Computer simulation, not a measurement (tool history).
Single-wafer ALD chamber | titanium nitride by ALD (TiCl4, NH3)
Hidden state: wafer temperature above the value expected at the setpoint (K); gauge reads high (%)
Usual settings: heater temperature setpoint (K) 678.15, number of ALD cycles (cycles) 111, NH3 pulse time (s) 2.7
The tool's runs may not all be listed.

run     day  heater temperature setpoint (K)  number of ALD cycles (cycles)  NH3 pulse time (s)  wafers since the last listed run  hours since the last thermocouple change  hours since the showerhead was replaced  hours since the gauge calibration  read-back reference wafer on the same gauge, thickness_nm  mean film thickness on the monitor wafer (Å)
  1       0                           678.15                            111                 2.7                                 0                                    1891.7                                   3245.8                               56.7                                                       2.78                                         26.87
  2   2.883                           678.15                            111                 2.7                               199                                    1960.9                                     3315                              125.9                                                      2.782                                         27.02
  3    4.75                           678.15                            111                 2.7                               129                                    2005.7                                   3359.8                              170.7                                                      2.782                                         26.97
  4   6.779                           678.15                            111                1.94                               140                                    2054.4                                   3408.5                              219.4                                                       2.78                                         26.63
  5   9.025                           669.15                            111                 2.7                               155                                    2108.3                                   3462.4                              273.3                                                      2.779                                         26.75
     14.867  -- thermocouple changed; heater temperature recalibrated
  6  16.846                           669.15                            111                 2.7                               518                                      47.5                                   3650.1                                461                                                      2.774                                         26.81
  7   18.05                           678.15                            111                 2.7                                83                                      76.4                                     3679                              489.9                                                      2.775                                         26.83
  8  19.825                           678.15                            111                 2.7                               123                                       119                                   3721.6                              532.5                                                      2.769                                         26.76
  9  22.442                           678.15                            111                 2.7                               181                                     181.8                                   3784.4                              595.3                                                      2.768                                         26.77
 10  24.383                           666.15                            129                 2.7                               134                                     228.4                                     3831                              641.9                                                      2.766                                         30.98
 11  25.404                           682.15                             89                 2.7                                70                                     252.9                                   3855.5                              666.4                                                      2.765                                         21.39
     27.288  -- showerhead replaced
 12  27.308                           678.15                            123                2.99                               108                                     298.6                                      0.5                              712.1                                                      2.761                                         29.69
 13  29.104                           678.15                            111                 2.7                               124                                     341.7                                     43.6                              755.2                                                      2.757                                         26.67
     29.321  -- gauge calibrated
 14  30.438                           690.15                            111                 2.7                                92                                     373.7                                     75.6                               26.8                                                       2.78                                         26.87
 15  32.933                           691.15                             95                1.93                               172                                     433.6                                    135.5                               86.7                                                      2.778                                         22.91
 16  34.458                           664.15                            111                 2.7                               105                                     470.2                                    172.1                              123.3                                                      2.781                                         26.64
 17  36.908                           691.15                             95                1.93                               169                                       529                                    230.9                              182.1                                                      2.777                                         22.92

5 ways to go on from here, each from the tool as it stands after run 17. What would each give?
  A  36.938                           678.15                            111                 2.7                                 2                                     529.7                                    231.6                              182.8                                                          ?                                             ?
  B  36.938                           691.15                            111                 2.7                                 2                                     529.7                                    231.6                              182.8                                                          ?                                             ?
  C  36.938                           678.15                             97                 2.7                                 2                                     529.7                                    231.6                              182.8                                                          ?                                             ?
  D  36.938                           678.15                            129                3.42                                 2                                     529.7                                    231.6                              182.8                                                          ?                                             ?
  E  36.938                           686.15                            131                3.13                                 2                                     529.7                                    231.6                              182.8                                                          ?                                             ?

run  read-back reference wafer on the same gauge, thickness_nm  mean film thickness on the monitor wafer (Å)
  A                                                       2.78                                         26.89
  B                                                       2.78                                         26.95
  C                                                       2.78                                          23.5
  D                                                       2.78                                         31.41
  E                                                       2.78                                         31.87
Without the tool's hidden state the same runs would have given:
run  mean film thickness on the monitor wafer (Å)
  A                                         26.91
  B                                         26.97
  C                                         23.51
  D                                         31.43
  E                                         31.89

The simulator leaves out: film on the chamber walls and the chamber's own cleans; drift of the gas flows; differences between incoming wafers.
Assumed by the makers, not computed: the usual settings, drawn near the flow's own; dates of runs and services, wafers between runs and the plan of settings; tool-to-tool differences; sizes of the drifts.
